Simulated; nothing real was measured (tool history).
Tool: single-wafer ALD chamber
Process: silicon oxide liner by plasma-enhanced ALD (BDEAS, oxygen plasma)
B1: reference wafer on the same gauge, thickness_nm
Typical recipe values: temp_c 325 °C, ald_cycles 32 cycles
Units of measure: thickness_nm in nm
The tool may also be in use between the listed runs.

{"run": 1, "hour": 0.0, "temp_c": 325, "ald_cycles": 32, "B1": 2.169, "thickness_nm": 2.668}
{"run": 2, "hour": 203.6, "temp_c": 325, "ald_cycles": 32, "B1": 2.171, "thickness_nm": 2.679}
{"run": 3, "hour": 256.5, "temp_c": 325, "ald_cycles": 32, "B1": 2.17, "thickness_nm": 2.687}
{"run": 4, "hour": 463.4, "temp_c": 325, "ald_cycles": 32, "B1": 2.173, "thickness_nm": 2.68}
{"run": 5, "hour": 529.3, "temp_c": 331, "ald_cycles": 32, "B1": 2.169, "thickness_nm": 2.646}
{"hour": 600.4, "done": "thermocouple changed; heater temperature recalibrated"}
{"run": 6, "hour": 600.9, "temp_c": 331, "ald_cycles": 32, "B1": 2.17, "thickness_nm": 2.673}
{"run": 7, "hour": 642.3, "temp_c": 325, "ald_cycles": 37, "B1": 2.171, "thickness_nm": 3.131}
{"run": 8, "hour": 746.1, "temp_c": 325, "ald_cycles": 37, "B1": 2.171, "thickness_nm": 3.125}
{"run": 9, "hour": 786.1, "temp_c": 325, "ald_cycles": 37, "B1": 2.171, "thickness_nm": 3.131}
{"run": 10, "hour": 835.2, "temp_c": 325, "ald_cycles": 30, "B1": 2.169, "thickness_nm": 2.539}
{"run": 11, "hour": 896.9, "temp_c": 325, "ald_cycles": 30, "B1": 2.169, "thickness_nm": 2.522}
{"run": 12, "hour": 968.9, "temp_c": 325, "ald_cycles": 30, "B1": 2.168, "thickness_nm": 2.523}
{"run": 13, "hour": 1029.9, "temp_c": 325, "ald_cycles": 32, "B1": 2.168, "thickness_nm": 2.702}
{"run": 14, "hour": 1069.3, "temp_c": 325, "ald_cycles": 32, "B1": 2.169, "thickness_nm": 2.693}
{"run": 15, "hour": 1129.8, "temp_c": 325, "ald_cycles": 32, "B1": 2.172, "thickness_nm": 2.682}
{"run": 16, "hour": 1160.6, "temp_c": 319, "ald_cycles": 27, "B1": 2.169, "thickness_nm": 2.287}
{"run": 17, "hour": 1217.0, "temp_c": 311, "ald_cycles": 32, "B1": 2.172, "thickness_nm": 2.744}
{"run": 18, "hour": 1250.0, "temp_c": 325, "ald_cycles": 32, "B1": 2.173, "thickness_nm": 2.684}
{"run": 19, "hour": 1308.8, "temp_c": 338, "ald_cycles": 32, "B1": 2.17, "thickness_nm": 2.64}
{"run": 20, "hour": 1360.2, "temp_c": 337, "ald_cycles": 27, "B1": 2.17, "thickness_nm": 2.23}
{"run": 21, "hour": 1399.1, "temp_c": 320, "ald_cycles": 35, "B1": 2.17, "thickness_nm": 2.96}
{"run": 22, "hour": 1426.0, "temp_c": 332, "ald_cycles": 29, "B1": 2.17, "thickness_nm": 2.404}
{"hour": 1537.9, "done": "gauge calibrated"}
{"run": 23, "hour": 1565.8, "temp_c": 332, "ald_cycles": 27, "B1": 2.173, "thickness_nm": 2.239}
{"run": 24, "hour": 1728.0, "temp_c": 317, "ald_cycles": 32, "B1": 2.168, "thickness_nm": 2.718}
{"run": 25, "hour": 1769.8, "temp_c": 315, "ald_cycles": 32, "B1": 2.168, "thickness_nm": 2.723}
{"run": 26, "hour": 1807.2, "temp_c": 325, "ald_cycles": 32, "B1": 2.17, "thickness_nm": 2.69}
{"run": 27, "hour": 1850.3, "temp_c": 313, "ald_cycles": 26, "B1": 2.168, "thickness_nm": 2.221}
{"run": 28, "hour": 1904.1, "temp_c": 332, "ald_cycles": 32, "B1": 2.17, "thickness_nm": 2.649}
{"run": 29, "hour": 1957.3, "temp_c": 335, "ald_cycles": 30, "B1": 2.171, "thickness_nm": 2.472}

Consider 3 possible next runs. They are alternatives, not a sequence: every one starts from the tool as it was left by run 29. What does each give?
{"run": "A", "hour": 1957.7, "temp_c": 325, "ald_cycles": 32, "B1": "?", "thickness_nm": "?"}
{"run": "B", "hour": 1957.7, "temp_c": 334, "ald_cycles": 32, "B1": "?", "thickness_nm": "?"}
{"run": "C", "hour": 1957.7, "temp_c": 321, "ald_cycles": 32, "B1": "?", "thickness_nm": "?"}

run=A B1=2.169 thickness_nm=2.677
run=B B1=2.169 thickness_nm=2.637
run=C B1=2.169 thickness_nm=2.695
The same runs, with their run-to-run variation unchanged, on a tool lacking any hidden condition would have given:
run=A thickness_nm=2.701
run=B thickness_nm=2.661
run=C thickness_nm=2.719
